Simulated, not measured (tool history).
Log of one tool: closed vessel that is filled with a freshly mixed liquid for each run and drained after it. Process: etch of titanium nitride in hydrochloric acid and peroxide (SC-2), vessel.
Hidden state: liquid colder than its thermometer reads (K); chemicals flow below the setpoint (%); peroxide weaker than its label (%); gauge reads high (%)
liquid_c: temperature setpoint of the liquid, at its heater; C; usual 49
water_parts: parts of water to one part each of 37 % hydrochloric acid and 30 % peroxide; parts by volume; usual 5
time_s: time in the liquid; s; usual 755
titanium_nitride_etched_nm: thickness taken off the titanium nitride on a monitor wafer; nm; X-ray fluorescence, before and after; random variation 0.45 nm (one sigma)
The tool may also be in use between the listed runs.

| run | hour | liquid_c | water_parts | time_s | wafers since the last listed run | hours since the thermometer was replaced | hours since the chemicals flow meter was replaced | hours since the drum of peroxide was connected | hours since the gauge calibration | read-back film thickness of the titanium nitride reference wafer, read on the same gauge (nm) | titanium_nitride_etched_nm |
|---|---|---|---|---|---|---|---|---|---|---|---|
| 1 | 0 | 49 | 4 | 755 | 0 | 1384.3 | 165 | 631.9 | 1128.1 | 120 | 52.23 |
| 2 | 34.4 | 49 | 4 | 755 | 1370 | 1418.7 | 199.4 | 666.3 | 1162.5 | 119.97 | 52.79 |
| 3 | 102.8 | 57 | 6.5 | 755 | 2724 | 1487.1 | 267.8 | 734.7 | 1230.9 | 119.98 | 61.73 |
| 4 | 149 | 57 | 6.5 | 755 | 1840 | 1533.3 | 314 | 780.9 | 1277.1 | 120.02 | 62.77 |
| 5 | 203.5 | 49 | 5 | 1055 | 2171 | 1587.8 | 368.5 | 835.4 | 1331.6 | 119.99 | 62.66 |
| 6 | 253.2 | 49 | 5 | 755 | 1979 | 1637.5 | 418.2 | 885.1 | 1381.3 | 120.02 | 43.92 |
| 7 | 292.5 | 49 | 5 | 755 | 1565 | 1676.8 | 457.5 | 924.4 | 1420.6 | 119.98 | 43.75 |
| 8 | 332.8 | 49 | 5 | 755 | 1605 | 1717.1 | 497.8 | 964.7 | 1460.9 | 120.01 | 43.01 |
| 9 | 357.9 | 49 | 5 | 755 | 999 | 1742.2 | 522.9 | 989.8 | 1486 | 120.02 | 44.36 |
| 10 | 401.2 | 49 | 5 | 1095 | 1724 | 1785.5 | 566.2 | 1033.1 | 1529.3 | 120 | 62.28 |
|  | 424.2 | chemicals flow meter replaced |
| 11 | 451.4 | 49 | 5 | 1095 | 1959 | 1835.7 | 27.2 | 1083.3 | 1579.5 | 120 | 65.49 |
| 12 | 493.4 | 52 | 4 | 470 | 1673 | 1877.7 | 69.2 | 1125.3 | 1621.5 | 120.01 | 39.54 |
| 13 | 520.9 | 49 | 7 | 755 | 1095 | 1905.2 | 96.7 | 1152.8 | 1649 | 119.97 | 34.38 |
| 14 | 545.1 | 42.5 | 5 | 755 | 964 | 1929.4 | 120.9 | 1177 | 1673.2 | 119.97 | 28.51 |
|  | 612.8 | new drum of peroxide connected |
| 15 | 724.1 | 57 | 6.5 | 755 | 7090 | 2108.4 | 299.9 | 111.3 | 1852.2 | 120.02 | 63.81 |
| 16 | 781.1 | 56 | 5 | 515 | 2270 | 2165.4 | 356.9 | 168.3 | 1909.2 | 120 | 49.38 |
| 17 | 834.7 | 49 | 5 | 755 | 2135 | 2219 | 410.5 | 221.9 | 1962.8 | 120.01 | 44.61 |
|  | 845.1 | thermometer replaced |
|  | 883.2 | gauge calibrated |
| 18 | 885.4 | 49 | 6 | 755 | 1979 | 40.3 | 461.2 | 272.6 | 2.2 | 120.02 | 39.43 |
| 19 | 968.9 | 57.5 | 6.5 | 975 | 3326 | 123.8 | 544.7 | 356.1 | 85.7 | 119.99 | 80.43 |
| 20 | 1006.7 | 49 | 5 | 755 | 1505 | 161.6 | 582.5 | 393.9 | 123.5 | 119.97 | 43.85 |
| 21 | 1046 | 49 | 7 | 1060 | 1565 | 200.9 | 621.8 | 433.2 | 162.8 | 120.01 | 46.77 |
|  | 1074.6 | chemicals flow meter replaced |
| 22 | 1077.3 | 49 | 6.5 | 505 | 1207 | 232.2 | 2.7 | 464.5 | 194.1 | 120.01 | 25.5 |
| 23 | 1127.4 | 49 | 5 | 755 | 1995 | 282.3 | 52.8 | 514.6 | 244.2 | 120 | 45.63 |
| 24 | 1162.5 | 55 | 6.5 | 1080 | 1398 | 317.4 | 87.9 | 549.7 | 279.3 | 119.98 | 78.95 |
| 25 | 1361.1 | 54.5 | 4 | 440 | 7911 | 516 | 286.5 | 748.3 | 477.9 | 120 | 43.8 |
| 26 | 1397.5 | 49 | 7.5 | 755 | 1450 | 552.4 | 322.9 | 784.7 | 514.3 | 119.98 | 33.26 |
| 27 | 1422 | 54.5 | 5 | 640 | 976 | 576.9 | 347.4 | 809.2 | 538.8 | 119.99 | 55.28 |
| 28 | 1459.2 | 49 | 5 | 755 | 1481 | 614.1 | 384.6 | 846.4 | 576 | 120.02 | 44.76 |
| 29 | 1497.4 | 49 | 5 | 755 | 1521 | 652.3 | 422.8 | 884.6 | 614.2 | 120.02 | 44.47 |
| 30 | 1560.7 | 49 | 5 | 485 | 2521 | 715.6 | 486.1 | 947.9 | 677.5 | 120.01 | 28.27 |

Forecast each of these 3 alternatives for the next run:
| A | 1561.6 | 49 | 6.5 | 755 | 35 | 716.5 | 487 | 948.8 | 678.4 | ? | ? |
| B | 1561.6 | 46 | 5 | 410 | 35 | 716.5 | 487 | 948.8 | 678.4 | ? | ? |
| C | 1561.6 | 39.5 | 7 | 755 | 35 | 716.5 | 487 | 948.8 | 678.4 | ? | ? |

| run | read-back film thickness of the titanium nitride reference wafer, read on the same gauge (nm) | titanium_nitride_etched_nm |
|---|---|---|
| A | 120.05 | 36.49 |
| B | 120.05 | 19.71 |
| C | 120.05 | 17.85 |
Without the tool's hidden state the same runs would have given:
| run | titanium_nitride_etched_nm |
|---|---|
| A | 39.77 |
| B | 21.4 |
| C | 19.48 |
